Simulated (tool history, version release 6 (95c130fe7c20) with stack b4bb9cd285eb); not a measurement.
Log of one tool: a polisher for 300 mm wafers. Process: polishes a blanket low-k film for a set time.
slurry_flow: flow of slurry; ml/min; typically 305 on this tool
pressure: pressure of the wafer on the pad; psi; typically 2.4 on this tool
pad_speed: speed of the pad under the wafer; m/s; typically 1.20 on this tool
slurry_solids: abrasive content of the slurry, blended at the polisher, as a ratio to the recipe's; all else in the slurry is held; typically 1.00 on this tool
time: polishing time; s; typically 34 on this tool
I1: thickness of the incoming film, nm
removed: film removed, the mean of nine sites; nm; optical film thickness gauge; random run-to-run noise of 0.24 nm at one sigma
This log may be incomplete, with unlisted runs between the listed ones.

run 1 hour=0.0 | slurry_flow=360 pressure=2.4 pad_speed=1.20 slurry_solids=1.00 time=34 | I1=607.3 | removed=21.5
-- hour=10.3 slurry blender recalibrated
run 2 hour=17.1 | slurry_flow=360 pressure=2.4 pad_speed=1.20 slurry_solids=1.00 time=34 | I1=602.2 | removed=21.6
run 3 hour=42.6 | slurry_flow=305 pressure=2.4 pad_speed=1.20 slurry_solids=1.00 time=34 | I1=612.5 | removed=21.3
run 4 hour=74.7 | slurry_flow=305 pressure=2.4 pad_speed=1.20 slurry_solids=1.00 time=34 | I1=605.7 | removed=21.1
-- hour=82.9 worn pad replaced by a new one
-- hour=136.2 slurry nozzle cleaned
run 5 hour=145.5 | slurry_flow=305 pressure=2.4 pad_speed=1.20 slurry_solids=1.00 time=34 | I1=616.7 | removed=21.2
-- hour=151.9 head pressure recalibrated
-- hour=177.1 worn pad replaced by a new one
run 6 hour=177.6 | slurry_flow=305 pressure=2.4 pad_speed=1.20 slurry_solids=1.00 time=34 | I1=614.6 | removed=23.8
run 7 hour=206.9 | slurry_flow=305 pressure=2.4 pad_speed=1.20 slurry_solids=1.00 time=34 | I1=610.2 | removed=23.5
run 8 hour=228.2 | slurry_flow=230 pressure=2.4 pad_speed=0.92 slurry_solids=0.70 time=25 | I1=610.2 | removed=11.3
-- hour=233.3 slurry blender recalibrated
-- hour=256.5 conditioning disc replaced and pad reconditioned
run 9 hour=260.8 | slurry_flow=305 pressure=2.4 pad_speed=1.20 slurry_solids=1.00 time=34 | I1=612.4 | removed=23.3
-- hour=271.0 worn pad replaced by a new one
run 10 hour=288.1 | slurry_flow=305 pressure=2.4 pad_speed=1.20 slurry_solids=0.75 time=34 | I1=615.0 | removed=19.4
run 11 hour=312.8 | slurry_flow=305 pressure=2.4 pad_speed=1.34 slurry_solids=0.80 time=34 | I1=609.7 | removed=22.2
run 12 hour=334.8 | slurry_flow=305 pressure=2.4 pad_speed=1.20 slurry_solids=1.00 time=34 | I1=616.8 | removed=23.6
-- hour=352.0 worn pad replaced by a new one
run 13 hour=361.4 | slurry_flow=305 pressure=2.4 pad_speed=1.20 slurry_solids=1.00 time=34 | I1=609.1 | removed=23.6
run 14 hour=382.1 | slurry_flow=280 pressure=2.4 pad_speed=1.20 slurry_solids=1.20 time=34 | I1=600.6 | removed=25.5

Forecast each of these 3 alternatives for the next run:
run A hour=382.5 | slurry_flow=305 pressure=2.4 pad_speed=1.20 slurry_solids=1.00 time=24 | I1=613.3 | removed=?
run B hour=382.5 | slurry_flow=265 pressure=2.4 pad_speed=1.20 slurry_solids=1.00 time=34 | I1=613.3 | removed=?
run C hour=382.5 | slurry_flow=235 pressure=3.0 pad_speed=1.06 slurry_solids=1.00 time=34 | I1=613.3 | removed=?

run=A removed=16.3
run=B removed=22.9
run=C removed=26.0
With no hidden state in the tool, these same runs would have given:
run=A removed=16.3
run=B removed=22.9
run=C removed=26.0
